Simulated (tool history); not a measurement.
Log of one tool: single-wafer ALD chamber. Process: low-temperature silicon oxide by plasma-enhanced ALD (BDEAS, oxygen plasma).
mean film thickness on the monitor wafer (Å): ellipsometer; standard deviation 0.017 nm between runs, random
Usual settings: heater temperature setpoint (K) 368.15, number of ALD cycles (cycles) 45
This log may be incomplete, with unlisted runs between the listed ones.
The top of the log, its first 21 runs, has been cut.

run	hour	heater temperature setpoint (K)	number of ALD cycles (cycles)	wafers since the last listed run	hours since the last thermocouple change	hours since the gauge calibration	read-back reference wafer on the same gauge, thickness_nm	mean film thickness on the monitor wafer (Å)
22	289.6	379.15	43	33	117.0	415.7	7.525	62.90
23	302.8	376.15	45	68	130.2	428.9	7.534	66.15
24	312.0	361.15	45	47	139.4	438.1	7.529	69.64
25	323.9	368.15	45	61	151.3	450.0	7.531	67.55
26	335.9	368.15	50	62	163.3	462.0	7.529	75.22
27	342.0	368.15	45	31	169.4	468.1	7.529	67.72
28	348.4	377.15	38	33	175.8	474.5	7.531	55.51
29	358.7	368.15	39	53	186.1	484.8	7.529	58.73
# hour 387.2: gauge calibrated
30	408.2	368.15	45	257	235.6	21.0	7.530	67.52
31	417.1	358.15	54	46	244.5	29.9	7.530	84.57
32	440.2	368.15	45	120	267.6	53.0	7.530	67.63
33	450.8	361.15	40	55	278.2	63.6	7.527	61.93
34	457.4	356.15	45	34	284.8	70.2	7.530	71.04
35	472.2	368.15	45	77	299.6	85.0	7.531	67.72
36	488.9	354.15	48	86	316.3	101.7	7.530	76.40
37	503.8	368.15	45	77	331.2	116.6	7.528	68.07

Below are 5 alternative next runs, each starting from the tool's condition after run 37. Predict each:
A	504.3	373.15	45	2	331.7	117.1	?	?
B	504.3	377.15	36	2	331.7	117.1	?	?
C	504.3	359.15	53	2	331.7	117.1	?	?
D	504.3	379.15	42	2	331.7	117.1	?	?
E	504.3	374.15	51	2	331.7	117.1	?	?

run	read-back reference wafer on the same gauge, thickness_nm	mean film thickness on the monitor wafer (Å)
A	7.534	66.48
B	7.534	52.75
C	7.534	82.72
D	7.534	61.28
E	7.534	75.19
Take away the tool's hidden state, keep each run's random variation, and the runs would have read:
run	mean film thickness on the monitor wafer (Å)
A	66.48
B	52.75
C	82.72
D	61.28
E	75.19
